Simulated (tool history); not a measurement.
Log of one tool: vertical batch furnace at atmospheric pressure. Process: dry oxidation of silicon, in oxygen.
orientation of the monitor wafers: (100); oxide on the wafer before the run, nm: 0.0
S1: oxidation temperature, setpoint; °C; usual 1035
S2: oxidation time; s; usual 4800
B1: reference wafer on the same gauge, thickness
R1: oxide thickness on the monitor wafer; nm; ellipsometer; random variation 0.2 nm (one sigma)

run 1 day=0 | S1=1035 S2=4800 | B1=68.5 | R1=79.25
run 2 day=1.938 | S1=1035 S2=4800 | B1=68.5 | R1=79.5
run 3 day=3.05 | S1=1035 S2=4800 | B1=68.46 | R1=79.08
run 4 day=5.454 | S1=1035 S2=6690 | B1=68.55 | R1=98.86
run 5 day=8.404 | S1=1035 S2=6690 | B1=68.4 | R1=98.96
run 6 day=9.725 | S1=1035 S2=6690 | B1=68.51 | R1=99.4
run 7 day=11.571 | S1=1029 S2=4800 | B1=68.47 | R1=75.07
run 8 day=13.329 | S1=1029 S2=4800 | B1=68.54 | R1=75.12
run 9 day=15.4 | S1=1029 S2=4800 | B1=68.5 | R1=75.18
run 10 day=16.471 | S1=1035 S2=4800 | B1=68.53 | R1=79.13
run 11 day=18.021 | S1=1035 S2=4800 | B1=68.55 | R1=79.29
run 12 day=26.996 | S1=1035 S2=4800 | B1=68.56 | R1=79.15
run 13 day=29.829 | S1=1026 S2=4800 | B1=68.56 | R1=72.62

The next listed run, before its measurement:
run 14 day=32.642 | S1=1055 S2=2460 | B1=? | R1=?

Run 14 gave B1 68.53, R1 60.75 nm.
Without the tool's hidden state the same run would have given R1 62.6 nm.

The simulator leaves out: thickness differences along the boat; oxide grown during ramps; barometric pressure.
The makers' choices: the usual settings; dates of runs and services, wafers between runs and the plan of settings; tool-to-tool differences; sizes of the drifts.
